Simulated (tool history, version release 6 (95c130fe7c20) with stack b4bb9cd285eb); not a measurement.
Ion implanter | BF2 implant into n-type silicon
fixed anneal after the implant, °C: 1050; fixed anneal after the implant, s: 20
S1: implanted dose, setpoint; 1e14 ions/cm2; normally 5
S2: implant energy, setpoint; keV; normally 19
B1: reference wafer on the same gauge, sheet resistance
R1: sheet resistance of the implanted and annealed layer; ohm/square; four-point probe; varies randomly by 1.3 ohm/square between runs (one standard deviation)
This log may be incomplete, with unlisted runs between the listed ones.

Run 1, hour 0: usual settings; B1 298.19. Result: R1 255.51 ohm/square.
Run 2, hour 56.8: usual settings but S1 5.91 1e14 ions/cm2, S2 17.5 keV; B1 297.87. Result: R1 227.47 ohm/square.
Run 3, hour 128.5: usual settings; B1 297.84. Result: R1 258.73 ohm/square.
Run 4, hour 207.3: usual settings; B1 297.88. Result: R1 257.26 ohm/square.
Run 5, hour 243.5: usual settings; B1 297.74. Result: R1 257.45 ohm/square.
Run 6, hour 290.9: usual settings; B1 298.33. Result: R1 259.69 ohm/square.
Run 7, hour 332.4: usual settings but S2 21.5 keV; B1 297.98. Result: R1 255.76 ohm/square.
Run 8, hour 360.1: usual settings; B1 298.28. Result: R1 258.18 ohm/square.
Run 9, hour 409.8: usual settings; B1 298. Result: R1 260.59 ohm/square.
Run 10, hour 473.9: usual settings; B1 298.17. Result: R1 259.12 ohm/square.
Run 11, hour 545.3: usual settings; B1 298.18. Result: R1 259.64 ohm/square.
Run 12, hour 614.6: usual settings; B1 298.06. Result: R1 262.97 ohm/square.
Run 13, hour 642.7: usual settings; B1 298.22. Result: R1 261.51 ohm/square.
Run 14, hour 710.9: usual settings; B1 298.11. Result: R1 258.36 ohm/square.
Run 15, hour 759.4: usual settings; B1 298.03. Result: R1 258.36 ohm/square.
Run 16, hour 800.6: usual settings but S1 5.95 1e14 ions/cm2, S2 14 keV; B1 298.39. Result: R1 235.53 ohm/square.
Run 17, hour 847.8: usual settings but S1 5.95 1e14 ions/cm2, S2 14 keV; B1 297.94. Result: R1 232.97 ohm/square.
At hour 873.3: gauge calibrated.
Run 18, hour 906.8: usual settings but S1 3.52 1e14 ions/cm2; B1 297.97. Result: R1 351.45 ohm/square.
Run 19, hour 946.6: usual settings; B1 297.86. Result: R1 257.65 ohm/square.
Run 20, hour 973.8: usual settings but S1 5.71 1e14 ions/cm2, S2 22 keV; B1 297.95. Result: R1 229.03 ohm/square.
Run 21, hour 1001.5: usual settings but S1 5.65 1e14 ions/cm2, S2 17 keV; B1 298.31. Result: R1 238.05 ohm/square.
Run 22, hour 1053: usual settings but S2 13.5 keV; B1 297.98. Result: R1 270.67 ohm/square.
At hour 1109.7: Faraday cup replaced and dose calibrated.
Run 23, hour 1110.2: usual settings but S1 4 1e14 ions/cm2, S2 21 keV; B1 298.11. Result: R1 296.76 ohm/square.
At hour 1125.7: extraction supply calibrated.
Run 24, hour 1146: usual settings but S1 3.7 1e14 ions/cm2, S2 16.5 keV; B1 297.91. Result: R1 324.92 ohm/square.
Run 25, hour 1185: usual settings; B1 297.86. Result: R1 247.72 ohm/square.

Run 26 comes next. What will it give?
Run 26, hour 1229.8: usual settings but S1 5.97 1e14 ions/cm2; B1 ?. Result: R1 ?.

Run 26 produced B1 298.15, R1 217.91 ohm/square.
Had the tool carried no hidden state, the very same run would have given R1 216.28 ohm/square.
